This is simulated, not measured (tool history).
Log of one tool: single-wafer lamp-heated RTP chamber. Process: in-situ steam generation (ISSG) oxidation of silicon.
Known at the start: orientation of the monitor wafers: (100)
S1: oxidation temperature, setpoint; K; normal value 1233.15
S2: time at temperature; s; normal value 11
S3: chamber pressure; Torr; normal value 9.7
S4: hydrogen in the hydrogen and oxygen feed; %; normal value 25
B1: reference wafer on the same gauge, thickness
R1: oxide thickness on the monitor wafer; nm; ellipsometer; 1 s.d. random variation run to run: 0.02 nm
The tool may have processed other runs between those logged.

| run | hour | S1 | S2 | S3 | S4 | B1 | R1 |
|---|---|---|---|---|---|---|---|
| 1 | 0 | 1233.15 | 11 | 9.7 | 25 | 4.449 | 4.169 |
| 2 | 42.2 | 1233.15 | 11 | 9.7 | 25 | 4.426 | 4.216 |
| 3 | 120.8 | 1233.15 | 11 | 9.3 | 31 | 4.438 | 4.46 |
| 4 | 168.7 | 1233.15 | 11 | 9.3 | 31 | 4.441 | 4.497 |
| 5 | 249.2 | 1241.15 | 11 | 9.7 | 30 | 4.436 | 4.532 |
| 6 | 334.1 | 1218.15 | 11 | 9.7 | 25 | 4.431 | 4.103 |
|  | 396.3 | hydrogen flow controller replaced |
| 7 | 421.2 | 1218.15 | 11 | 9.7 | 25 | 4.433 | 4.101 |
| 8 | 496.4 | 1233.15 | 11 | 9.7 | 25 | 4.445 | 4.253 |
|  | 607.5 | pyrometer window cleaned and pyrometer calibrated, repeated, since the last time left the tool worse |
| 9 | 608 | 1233.15 | 11 | 9.7 | 25 | 4.436 | 4.132 |
| 10 | 694.6 | 1233.15 | 11 | 9.7 | 25 | 4.438 | 4.142 |
|  | 714.4 | pressure gauge zeroed |
| 11 | 744.4 | 1233.15 | 11 | 9.7 | 25 | 4.444 | 4.16 |
| 12 | 842.7 | 1233.15 | 15 | 8.4 | 25 | 4.437 | 4.765 |
|  | 873.2 | gauge calibrated |
| 13 | 966.6 | 1233.15 | 11 | 9.7 | 25 | 4.435 | 4.14 |
| 14 | 1064 | 1216.15 | 11 | 9.7 | 25 | 4.434 | 4.009 |
| 15 | 1103.7 | 1233.15 | 11 | 9.7 | 25 | 4.436 | 4.156 |
| 16 | 1191 | 1222.15 | 11 | 9.7 | 16 | 4.442 | 3.648 |
| 17 | 1269.6 | 1233.15 | 11 | 9.7 | 25 | 4.442 | 4.144 |
| 18 | 1351.7 | 1233.15 | 11 | 9.7 | 25 | 4.44 | 4.171 |
| 19 | 1402.5 | 1250.15 | 9 | 9.7 | 25 | 4.434 | 4.032 |
| 20 | 1474.7 | 1251.15 | 13 | 9.7 | 16 | 4.433 | 4.224 |
| 21 | 1517.9 | 1217.15 | 13 | 8.5 | 16 | 4.443 | 3.891 |
| 22 | 1564.4 | 1219.15 | 11 | 9.7 | 17 | 4.44 | 3.69 |
| 23 | 1604.1 | 1225.15 | 15 | 9.7 | 32 | 4.44 | 4.855 |
|  | 1647.1 | pyrometer window cleaned and pyrometer calibrated |
| 24 | 1680.5 | 1233.15 | 11 | 9.7 | 25 | 4.443 | 4.131 |
| 25 | 1828 | 1214.15 | 7 | 9.7 | 25 | 4.45 | 3.365 |
| 26 | 1920.1 | 1233.15 | 13 | 9.7 | 22 | 4.45 | 4.277 |
| 27 | 1963.5 | 1233.15 | 11 | 9.7 | 25 | 4.432 | 4.156 |
| 28 | 2012.9 | 1224.15 | 11 | 9 | 25 | 4.437 | 4.119 |
| 29 | 2072.8 | 1233.15 | 11 | 9.7 | 25 | 4.438 | 4.152 |
| 30 | 2121 | 1248.15 | 11 | 10.2 | 25 | 4.445 | 4.259 |

Selected run-to-run steps in R1, each split into two signed amounts: the part the tool would show with no hidden state at all (from settings, incoming material and random variation), and the remainder, which goes to the hidden state together with any gauge scatter not common to the measured and the hidden-state-free results:
Unlogged tool condition in this case: true wafer temperature minus pyrometer reading, K; true pressure minus gauge reading, Torr; deviation of the hydrogen flow from its setpoint, %; gauge reads high (%).
Run 8 -> 9: pyrometer window cleaned and pyrometer calibrated, repeated, since the last time left the tool worse. R1 -0.121 nm: hidden state -0.135, all else +0.014.
Run 22 -> 23: S1 1219.15 -> 1225.15, S2 11 -> 15, S4 17 -> 32. R1 +1.165 nm: hidden state +0.026, all else +1.139.
Run 23 -> 24: S1 1225.15 -> 1233.15, S2 15 -> 11, S4 32 -> 25, pyrometer window cleaned and pyrometer calibrated. R1 -0.724 nm: hidden state -0.059, all else -0.665.
Run 24 -> 25: S1 1233.15 -> 1214.15, S2 11 -> 7. R1 -0.766 nm: hidden state +0.005, all else -0.771.
Run 25 -> 26: S1 1214.15 -> 1233.15, S2 7 -> 13, S4 25 -> 22. R1 +0.912 nm: hidden state +0.024, all else +0.888.

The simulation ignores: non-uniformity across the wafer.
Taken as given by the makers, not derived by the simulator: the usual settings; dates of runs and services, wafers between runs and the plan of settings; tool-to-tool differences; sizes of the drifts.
